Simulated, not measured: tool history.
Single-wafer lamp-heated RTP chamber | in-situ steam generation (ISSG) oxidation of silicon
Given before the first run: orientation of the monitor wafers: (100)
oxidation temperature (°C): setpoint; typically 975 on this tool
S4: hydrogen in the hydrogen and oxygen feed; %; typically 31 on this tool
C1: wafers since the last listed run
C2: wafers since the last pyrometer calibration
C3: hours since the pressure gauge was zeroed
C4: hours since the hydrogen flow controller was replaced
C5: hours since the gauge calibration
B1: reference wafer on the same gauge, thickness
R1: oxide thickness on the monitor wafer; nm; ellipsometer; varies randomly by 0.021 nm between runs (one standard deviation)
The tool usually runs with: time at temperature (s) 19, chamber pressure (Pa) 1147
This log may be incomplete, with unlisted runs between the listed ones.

Run 1, hour 0: usual settings but chamber pressure (Pa) 1253; C1 0; C2 1070; C3 2969.1; C4 5917.8; C5 920.5; B1 5.313. Result: R1 5.078 nm.
Run 2, hour 27.8: usual settings; C1 189; C2 1260; C3 2996.9; C4 5945.6; C5 948.3; B1 5.324. Result: R1 5.143 nm.
Run 3, hour 96.7: usual settings; C1 469; C2 1729; C3 3065.8; C4 6014.5; C5 1017.2; B1 5.33. Result: R1 5.21 nm.
Run 4, hour 121.7: usual settings but oxidation temperature (°C) 989, time at temperature (s) 22; C1 170; C2 1900; C3 3090.8; C4 6039.5; C5 1042.2; B1 5.335. Result: R1 5.866 nm.
Run 5, hour 140.9: usual settings but oxidation temperature (°C) 989, time at temperature (s) 22; C1 130; C2 2031; C3 3110; C4 6058.7; C5 1061.4; B1 5.319. Result: R1 5.849 nm.
Run 6, hour 153.4: usual settings; C1 85; C2 2116; C3 3122.5; C4 6071.2; C5 1073.9; B1 5.325. Result: R1 5.232 nm.
At hour 163.2: pyrometer window cleaned and pyrometer calibrated.
Run 7, hour 184.2: usual settings; C1 155; C2 143; C3 3153.3; C4 6102; C5 1104.7; B1 5.314. Result: R1 4.987 nm.
Run 8, hour 199.4: usual settings; C1 103; C2 247; C3 3168.5; C4 6117.2; C5 1119.9; B1 5.316. Result: R1 5.047 nm.
Run 9, hour 214.4: usual settings but time at temperature (s) 24, S4 28 %; C1 102; C2 349; C3 3183.5; C4 6132.2; C5 1134.9; B1 5.323. Result: R1 5.45 nm.
Run 10, hour 234.4: usual settings but chamber pressure (Pa) 1000; C1 136; C2 485; C3 3203.5; C4 6152.2; C5 1154.9; B1 5.314. Result: R1 5.119 nm.
At hour 259.2: pressure gauge zeroed.
Run 11, hour 270.3: usual settings but chamber pressure (Pa) 1000; C1 190; C2 675; C3 11.1; C4 6188.1; C5 1190.8; B1 5.333. Result: R1 5.146 nm.
At hour 296.4: gauge calibrated.
Run 12, hour 300.8: usual settings but chamber pressure (Pa) 1000; C1 207; C2 883; C3 41.6; C4 6218.6; C5 4.4; B1 5.32. Result: R1 5.185 nm.
Run 13, hour 333.4: usual settings but time at temperature (s) 22, chamber pressure (Pa) 1227, S4 32 %; C1 222; C2 1106; C3 74.2; C4 6251.2; C5 37; B1 5.32. Result: R1 5.44 nm.
Run 14, hour 346.6: usual settings; C1 89; C2 1196; C3 87.4; C4 6264.4; C5 50.2; B1 5.313. Result: R1 5.158 nm.
Run 15, hour 372: usual settings; C1 173; C2 1369; C3 112.8; C4 6289.8; C5 75.6; B1 5.321. Result: R1 5.147 nm.
Run 16, hour 384.8: usual settings but S4 32 %; C1 87; C2 1456; C3 125.6; C4 6302.6; C5 88.4; B1 5.308. Result: R1 5.213 nm.
Run 17, hour 409.4: usual settings but oxidation temperature (°C) 984, time at temperature (s) 23, chamber pressure (Pa) 1040, S4 32 %; C1 167; C2 1624; C3 150.2; C4 6327.2; C5 113; B1 5.311. Result: R1 5.87 nm.
At hour 440.2: pyrometer window cleaned and pyrometer calibrated.
Run 18, hour 444.9: usual settings but oxidation temperature (°C) 984, time at temperature (s) 23, chamber pressure (Pa) 1040, S4 32 %; C1 187; C2 31; C3 185.7; C4 6362.7; C5 148.5; B1 5.319. Result: R1 5.759 nm.
Run 19, hour 469.7: usual settings but oxidation temperature (°C) 963; C1 169; C2 200; C3 210.5; C4 6387.5; C5 173.3; B1 5.322. Result: R1 4.81 nm.
Run 20, hour 487.6: usual settings; C1 122; C2 322; C3 228.4; C4 6405.4; C5 191.2; B1 5.321. Result: R1 5.075 nm.
Run 21, hour 502.3: usual settings but time at temperature (s) 21, S4 23 %; C1 100; C2 423; C3 243.1; C4 6420.1; C5 205.9; B1 5.325. Result: R1 4.919 nm.
Run 22, hour 516.8: usual settings but oxidation temperature (°C) 990; C1 98; C2 521; C3 257.6; C4 6434.6; C5 220.4; B1 5.322. Result: R1 5.348 nm.
Run 23, hour 550.2: usual settings; C1 227; C2 749; C3 291; C4 6468; C5 253.8; B1 5.319. Result: R1 5.119 nm.
At hour 576.4: hydrogen flow controller replaced.
Run 24, hour 580.5: usual settings but chamber pressure (Pa) 1013, S4 32 %; C1 152; C2 901; C3 321.3; C4 4.1; C5 284.1; B1 5.32. Result: R1 5.231 nm.
Run 25, hour 595: usual settings but chamber pressure (Pa) 1227; C1 98; C2 1000; C3 335.8; C4 18.6; C5 298.6; B1 5.322. Result: R1 5.059 nm.
Run 26, hour 622.8: usual settings; C1 189; C2 1189; C3 363.6; C4 46.4; C5 326.4; B1 5.313. Result: R1 5.125 nm.
Run 27, hour 653.4: usual settings; C1 208; C2 1398; C3 394.2; C4 77; C5 357; B1 5.313. Result: R1 5.181 nm.
Run 28, hour 671: usual settings but time at temperature (s) 26; C1 119; C2 1518; C3 411.8; C4 94.6; C5 374.6; B1 5.322. Result: R1 5.952 nm.
Run 29, hour 698.2: usual settings but oxidation temperature (°C) 956, chamber pressure (Pa) 1280; C1 185; C2 1703; C3 439; C4 121.8; C5 401.8; B1 5.319. Result: R1 4.76 nm.
Run 30, hour 721.4: usual settings but time at temperature (s) 16; C1 158; C2 1862; C3 462.2; C4 145; C5 425; B1 5.322. Result: R1 4.81 nm.
Run 31, hour 753.5: usual settings but S4 28 %; C1 218; C2 2080; C3 494.3; C4 177.1; C5 457.1; B1 5.306. Result: R1 5.055 nm.
At hour 764: pyrometer window cleaned and pyrometer calibrated.
Run 32, hour 777.5: usual settings but chamber pressure (Pa) 1000; C1 109; C2 92; C3 518.3; C4 201.1; C5 481.1; B1 5.319. Result: R1 5.106 nm.

Measured less the same run without the tool's hidden state. The same run-to-run variation is in both; the gauge's scatter may not be:
Hidden state present: true wafer temperature minus pyrometer reading, K; true pressure minus gauge reading, Torr; deviation of the hydrogen flow from its setpoint, %; gauge reads high (%).
run      R1
  1  +0.117
  2  +0.134
  3  +0.177
  4  +0.246
  5   +0.26
  6  +0.212
  7  +0.024
  8  +0.033
  9  +0.048
 10  +0.053
 11  +0.074
 12  +0.092
 13  +0.122
 14  +0.118
 15  +0.134
 16  +0.143
 17  +0.198
 18  +0.013
 19  +0.021
 20  +0.034
 21  +0.042
 22  +0.059
 23   +0.07
 24   +0.09
 25  +0.095
 26  +0.112
 27  +0.132
 28  +0.179
 29  +0.129
 30   +0.15
 31  +0.186
 32  +0.031
